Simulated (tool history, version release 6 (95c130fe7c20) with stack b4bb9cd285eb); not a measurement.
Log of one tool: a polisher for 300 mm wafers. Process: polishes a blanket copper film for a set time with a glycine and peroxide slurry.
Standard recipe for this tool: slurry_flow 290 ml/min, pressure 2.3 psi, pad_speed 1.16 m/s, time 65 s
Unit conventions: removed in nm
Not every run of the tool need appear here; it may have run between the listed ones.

run    hour  slurry_flow  pressure  pad_speed  time  wafers since the last listed run  wafers polished on this pad  hours since the slurry nozzle was cleaned  hours since the head pressure was calibrated  incoming thickness of the incoming film, nm  removed
  1     0.0          260       2.3       1.16    65                                 0                          590                                       28.7                                         962.8                                       1030.8    294.9
  2    64.8          260       2.3       1.16    65                               370                          961                                       93.5                                        1027.6                                       1021.5    283.1
      110.2  -- worn pad replaced by a new one
  3   154.0          260       2.3       1.16    65                               486                          250                                      182.7                                        1116.8                                       1033.5    297.0
  4   254.9          290       1.8       1.16    65                               576                          827                                      283.6                                        1217.7                                       1045.0    233.3
  5   359.1          290       1.8       1.16    65                               595                         1422                                      387.8                                        1321.9                                       1031.3    219.1
      374.4  -- worn pad replaced by a new one
  6   405.3          290       1.8       1.16    65                               241                          176                                      434.0                                        1368.1                                       1021.6    239.2
      424.0  -- slurry nozzle cleaned
  7   443.3          365       2.3       1.16    70                               211                          388                                       19.3                                        1406.1                                       1016.9    314.5
  8   550.8          290       2.3       1.16    65                               614                         1002                                      126.8                                        1513.6                                       1010.2    267.5
      558.0  -- head pressure recalibrated
      599.3  -- worn pad replaced by a new one
  9   655.1          255       2.8       1.48    65                               561                          318                                      231.1                                          97.1                                       1009.0    450.1
 10   759.1          245       1.6       1.16    47                               594                          913                                      335.1                                         201.1                                       1031.5    169.1
 11   822.0          255       2.8       1.48    65                               359                         1272                                      398.0                                         264.0                                       1041.3    415.5
      870.2  -- worn pad replaced by a new one
 12   907.9          345       2.3       1.16    65                               468                          215                                      483.9                                         349.9                                       1020.2    324.8
      932.0  -- slurry nozzle cleaned
 13  1014.7          245       2.3       1.16    65                               604                          820                                       82.7                                         456.7                                       1040.1    303.2
 14  1060.9          215       2.3       1.16    73                               264                         1084                                      128.9                                         502.9                                       1033.4    320.1
 15  1137.5          385       2.3       1.16    65                               437                         1521                                      205.5                                         579.5                                       1038.9    295.7

For run 16, what comes out?
     1145.6  -- worn pad replaced by a new one
 16  1232.5          290       2.3       1.16    65                               520                          496                                      300.5                                         674.5                                       1025.2        ?

removed: 320.5 nm
Take away the tool's hidden state, keep the run-to-run variation as it was, and the same run would have given removed 343.1 nm.
